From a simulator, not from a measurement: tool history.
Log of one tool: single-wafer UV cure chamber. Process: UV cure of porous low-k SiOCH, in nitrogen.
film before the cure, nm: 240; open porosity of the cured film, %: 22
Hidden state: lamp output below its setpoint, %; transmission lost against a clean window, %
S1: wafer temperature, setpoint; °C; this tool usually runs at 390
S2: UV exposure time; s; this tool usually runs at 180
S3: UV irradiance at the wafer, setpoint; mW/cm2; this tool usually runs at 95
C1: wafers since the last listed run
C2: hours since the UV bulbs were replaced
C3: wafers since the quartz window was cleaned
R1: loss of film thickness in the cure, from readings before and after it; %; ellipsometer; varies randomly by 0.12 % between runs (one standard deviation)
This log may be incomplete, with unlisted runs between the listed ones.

run	hour	S1	S2	S3	C1	C2	C3	R1
1	0.0	390	130	72	0	1398.6	1767	6.360
2	22.2	390	180	95	153	1420.8	1920	8.757
3	53.7	390	180	95	217	1452.3	2137	8.925
4	85.9	405	180	95	221	1484.5	2359	8.973
5	108.9	405	180	95	158	1507.5	2517	8.877
6	138.8	405	180	95	206	1537.4	2723	9.007
# hour 173.8: quartz window cleaned
7	174.3	390	180	95	189	1572.9	3	9.756
8	195.5	390	180	95	146	1594.1	149	9.503
9	216.0	390	110	95	141	1614.6	290	7.386
10	237.0	390	110	95	144	1635.6	435	7.337
11	256.9	390	110	95	137	1655.5	572	7.165
12	278.9	390	180	113	151	1677.5	724	9.939
13	299.5	390	180	113	141	1698.1	866	9.669
14	335.1	390	180	113	245	1733.7	1111	9.673
15	358.1	390	180	95	158	1756.7	1270	8.706
16	386.5	380	255	95	195	1785.1	1466	10.050
17	407.7	390	180	95	146	1806.3	1612	8.677
18	426.1	390	180	95	126	1824.7	1738	8.607
19	450.6	390	145	95	168	1849.2	1907	7.769
20	485.0	390	180	95	237	1883.6	2144	8.595
21	512.6	407	240	61	190	1911.2	2335	7.990
22	526.6	377	125	119	96	1925.2	2431	7.707
# hour 544.2: quartz window cleaned
23	557.0	396	235	115	154	1955.6	88	11.426
24	571.3	390	95	95	98	1969.9	187	6.396
25	585.6	398	280	95	98	1984.2	285	11.176
26	619.1	390	180	95	230	2017.7	516	8.994
27	647.7	407	150	95	197	2046.3	713	8.369

Run 28 is up next; what results do you expect?
28	663.0	370	95	80	105	2061.6	819	?

R1: 5.090 %
Were there no unlogged condition in the tool, this run, its random variation unchanged, would have produced R1 6.975 %.
